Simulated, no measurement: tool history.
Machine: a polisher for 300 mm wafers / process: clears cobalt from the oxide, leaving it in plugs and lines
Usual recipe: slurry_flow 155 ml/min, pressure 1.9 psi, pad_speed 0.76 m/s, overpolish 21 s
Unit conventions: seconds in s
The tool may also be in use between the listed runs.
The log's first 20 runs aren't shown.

run   hour  slurry_flow  pressure  pad_speed  overpolish  wafers since the last listed run  wafers polished on this pad  hours since the slurry nozzle was cleaned  hours since the head pressure was calibrated  incoming thickness of the incoming film, nm  seconds
 21  306.9          155       1.5       0.76          21                                97                          423                                       71.6                                         130.5                                        331.1    109.0
 22  319.4          135       1.9       0.76          21                                78                          501                                       84.1                                         143.0                                        331.9     91.1
 23  327.6          155       1.9       0.76          21                                51                          552                                       92.3                                         151.2                                        327.1     84.4
 24  336.1          155       1.9       0.98          16                                53                          605                                      100.8                                         159.7                                        326.5     65.1
 25  344.3          155       1.5       0.58          21                                51                          657                                      109.0                                         167.9                                        330.5    146.2
 26  354.5          155       1.9       0.76          21                                63                          720                                      119.2                                         178.1                                        330.5     87.3
 27  366.7          155       1.9       0.76          21                                76                          796                                      131.4                                         190.3                                        329.4     87.0
 28  381.3          155       1.6       0.76          21                                91                          888                                      146.0                                         204.9                                        325.7    102.8
 29  394.3          155       2.2       0.76          21                                81                          969                                      159.0                                         217.9                                        336.2     81.3
 30  403.6          155       1.9       0.76          21                                58                         1027                                      168.3                                         227.2                                        330.1     93.7
 31  413.6          125       1.9       0.76          17                                62                         1089                                      178.3                                         237.2                                        331.3     95.1
 32  428.9          155       1.9       0.76          21                                95                         1185                                      193.6                                         252.5                                        330.4     93.0
 33  438.4          155       1.9       0.58          21                                59                         1244                                      203.1                                         262.0                                        330.6    122.1
 34  448.6          155       1.9       0.76          21                                63                         1308                                      213.3                                         272.2                                        331.8     95.0
     458.4  -- worn pad replaced by a new one
 35  458.9          105       1.9       0.96          21                                39                            3                                      223.6                                         282.5                                        324.4     68.7

Predict each of these 4 candidate next runs independently; none follows another, all start after run 35:
  A  459.4          155       1.9       0.76          29                                 3                            6                                      224.1                                         283.0                                        332.5        ?
  B  459.4          195       1.9       0.76          30                                 3                            6                                      224.1                                         283.0                                        332.5        ?
  C  459.4          155       1.9       0.76          14                                 3                            6                                      224.1                                         283.0                                        332.5        ?
  D  459.4          135       1.5       0.68          14                                 3                            6                                      224.1                                         283.0                                        332.5        ?

run  seconds
  A     82.0
  B     79.0
  C     82.0
  D    118.3
Without the tool's unlogged condition, the same runs would have read:
run  seconds
  A     81.3
  B     78.3
  C     81.3
  D    117.3
